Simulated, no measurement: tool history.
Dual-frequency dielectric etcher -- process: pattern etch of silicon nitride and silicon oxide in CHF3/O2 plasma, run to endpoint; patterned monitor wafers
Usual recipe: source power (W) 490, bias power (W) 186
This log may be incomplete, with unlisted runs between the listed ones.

run	hour	source power (W)	bias power (W)	incoming incoming film thickness, nm	endpoint time (s)
1	0.0	490	186	193.5	144.3
2	98.8	490	205	190.1	137.7
3	149.6	490	205	192.0	138.4
# hour 248.6: wet clean of the chamber
4	346.6	490	186	192.5	143.3
5	441.8	490	186	191.6	142.5
6	503.3	490	186	191.9	142.1
7	572.0	490	186	193.2	143.4
8	643.4	490	186	192.5	142.5
9	715.4	490	186	192.3	141.6
10	785.0	490	200	190.9	137.5
# hour 821.7: wet clean of the chamber
# hour 834.8: source power generator calibrated
11	835.3	490	200	193.1	142.5
12	916.4	490	200	192.3	142.1
13	995.2	490	186	191.3	144.4
# hour 1062.2: upper electrode replaced
14	1082.3	460	186	192.1	146.8
15	1147.5	460	186	193.5	147.7
16	1195.4	460	186	191.4	145.9
17	1281.3	430	225	192.2	141.2
18	1372.5	420	150	194.0	160.3
19	1460.9	460	186	191.8	144.7
# hour 1485.7: wet clean of the chamber
20	1498.9	490	230	192.1	136.4
21	1640.2	540	169	193.1	145.5
22	1703.9	600	147	193.0	146.0
# hour 1745.2: bias power generator calibrated
23	1752.5	440	171	192.4	151.5
24	1840.4	460	186	193.6	147.2
25	1893.7	490	186	192.3	144.1
26	1971.4	420	186	192.4	150.1
# hour 2038.0: wet clean of the chamber
27	2055.6	420	169	191.1	154.2
28	2118.7	490	186	192.8	145.0
29	2191.1	580	186	192.5	137.6
30	2240.2	400	205	191.7	148.0
31	2341.7	600	186	192.7	135.8
32	2408.3	490	186	193.7	144.5

What if the next run were any one of these 5? Each begins from the tool's condition after run 32:
A	2408.8	490	152	191.1	?
B	2408.8	570	141	191.1	?
C	2408.8	580	221	191.1	?
D	2408.8	580	145	191.1	?
E	2408.8	380	217	191.1	?

run	endpoint time (s)
A	150.0
B	146.4
C	129.2
D	144.6
E	145.5
With no hidden state in the tool, these same runs would have given:
run	endpoint time (s)
A	151.9
B	148.2
C	130.8
D	146.5
E	147.4

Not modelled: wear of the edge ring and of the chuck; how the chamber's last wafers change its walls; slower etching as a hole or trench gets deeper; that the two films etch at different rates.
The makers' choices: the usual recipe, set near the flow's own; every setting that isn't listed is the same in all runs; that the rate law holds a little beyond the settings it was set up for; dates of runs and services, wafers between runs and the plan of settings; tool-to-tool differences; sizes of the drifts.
